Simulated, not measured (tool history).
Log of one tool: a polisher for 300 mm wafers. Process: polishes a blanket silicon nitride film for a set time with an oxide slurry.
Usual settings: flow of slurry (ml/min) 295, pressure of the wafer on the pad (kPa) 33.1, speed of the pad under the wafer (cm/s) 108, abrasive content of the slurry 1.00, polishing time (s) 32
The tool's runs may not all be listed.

run,hour,flow of slurry (ml/min),pressure of the wafer on the pad (kPa),speed of the pad under the wafer (cm/s),abrasive content of the slurry,polishing time (s),wafers since the last listed run,wafers polished on this pad,hours since the slurry nozzle was cleaned,hours since the head pressure was calibrated,hours since the slurry blender was calibrated,hours since the conditioning disc was replaced,"incoming thickness of the incoming film, nm",film removed (nm)
1,0.0,295,33.1,108,1.00,32,0,346,336.7,431.7,239.8,245.9,448.9,26.0
2,7.7,295,33.1,108,1.00,32,88,435,344.4,439.4,247.5,253.6,438.4,25.6
3,17.5,295,28.3,108,1.00,32,113,548,354.2,449.2,257.3,263.4,443.2,21.1
4,23.5,295,28.3,108,1.00,32,69,618,360.2,455.2,263.3,269.4,433.0,20.8
# hour 27.8: worn pad replaced by a new one
5,34.9,295,33.1,108,1.00,32,85,82,371.6,466.6,274.7,280.8,449.7,26.2
6,46.1,295,33.1,108,1.15,32,129,211,382.8,477.8,285.9,292.0,438.4,28.0
7,54.8,295,33.1,108,1.15,32,100,312,391.5,486.5,294.6,300.7,439.2,26.2
8,63.6,295,33.1,108,1.15,32,101,413,400.3,495.3,303.4,309.5,438.7,26.6
9,71.2,295,33.1,108,1.00,32,87,501,407.9,502.9,311.0,317.1,447.2,24.6
# hour 74.8: slurry blender recalibrated
# hour 85.2: worn pad replaced by a new one
10,85.7,295,33.1,108,1.00,32,98,6,422.4,517.4,10.9,331.6,447.0,27.2
11,90.7,295,33.1,108,1.00,32,57,64,427.4,522.4,15.9,336.6,442.4,27.1
12,108.5,295,33.1,108,0.85,39,205,269,445.2,540.2,33.7,354.4,433.0,30.0
13,118.2,295,33.1,108,1.00,27,112,381,454.9,549.9,43.4,364.1,441.1,21.9
14,127.3,240,33.1,108,1.00,32,105,486,464.0,559.0,52.5,373.2,449.4,24.5
# hour 133.2: worn pad replaced by a new one
15,144.9,295,33.1,76,1.00,26,157,134,481.6,576.6,70.1,390.8,448.5,17.2
16,158.6,345,23.4,78,1.00,24,158,292,495.3,590.3,83.8,404.5,437.2,11.1
# hour 164.8: slurry nozzle cleaned
17,174.6,295,33.1,108,1.00,26,173,466,9.8,606.3,99.8,420.5,440.9,19.9
# hour 184.5: worn pad replaced by a new one
18,189.2,295,33.1,122,1.00,37,122,54,24.4,620.9,114.4,435.1,442.3,33.5

Forecast run 19:
# hour 196.5: conditioning disc replaced and pad reconditioned
19,197.0,200,26.2,108,1.00,32,66,121,32.2,628.7,122.2,0.5,438.0,?

{"run 19": {"film removed (nm)": 20.2}}
Without the tool's hidden state the same run would have given film removed (nm) 23.2.

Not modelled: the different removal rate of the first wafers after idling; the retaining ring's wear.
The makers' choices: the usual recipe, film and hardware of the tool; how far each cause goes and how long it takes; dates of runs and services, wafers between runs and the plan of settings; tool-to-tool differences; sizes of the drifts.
